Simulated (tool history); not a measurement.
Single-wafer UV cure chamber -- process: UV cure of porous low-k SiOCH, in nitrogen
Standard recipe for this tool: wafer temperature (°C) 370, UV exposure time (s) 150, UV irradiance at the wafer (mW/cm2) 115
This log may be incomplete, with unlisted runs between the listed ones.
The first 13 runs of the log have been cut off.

run	hour	wafer temperature (°C)	UV exposure time (s)	UV irradiance at the wafer (mW/cm2)	wafers since the last listed run	hours since the UV bulbs were replaced	wafers since the quartz window was cleaned	loss of film thickness in the cure (%)
14	176.7	370	150	115	83	2406.7	5062	10.072
# hour 185.2: quartz window cleaned
15	185.7	370	150	115	6	2415.7	3	10.882
16	197.9	370	150	115	81	2427.9	84	11.049
17	212.7	370	150	115	98	2442.7	182	10.88
# hour 228.8: UV bulbs replaced
18	229.3	370	150	115	57	0.5	239	11.024
19	230.3	370	150	115	6	1.5	246	10.698
20	246.6	370	150	115	108	17.8	354	10.868
21	275.6	370	150	115	192	46.8	547	10.82
22	286.2	356	150	115	70	57.4	617	10.334

Run 23 is up next; what results do you expect?
23	304.1	370	150	115	118	75.3	736	?

{"run 23": {"loss of film thickness in the cure (%)": 10.581}}
With no hidden state in the tool, this same run would have given loss of film thickness in the cure (%) 11.172.
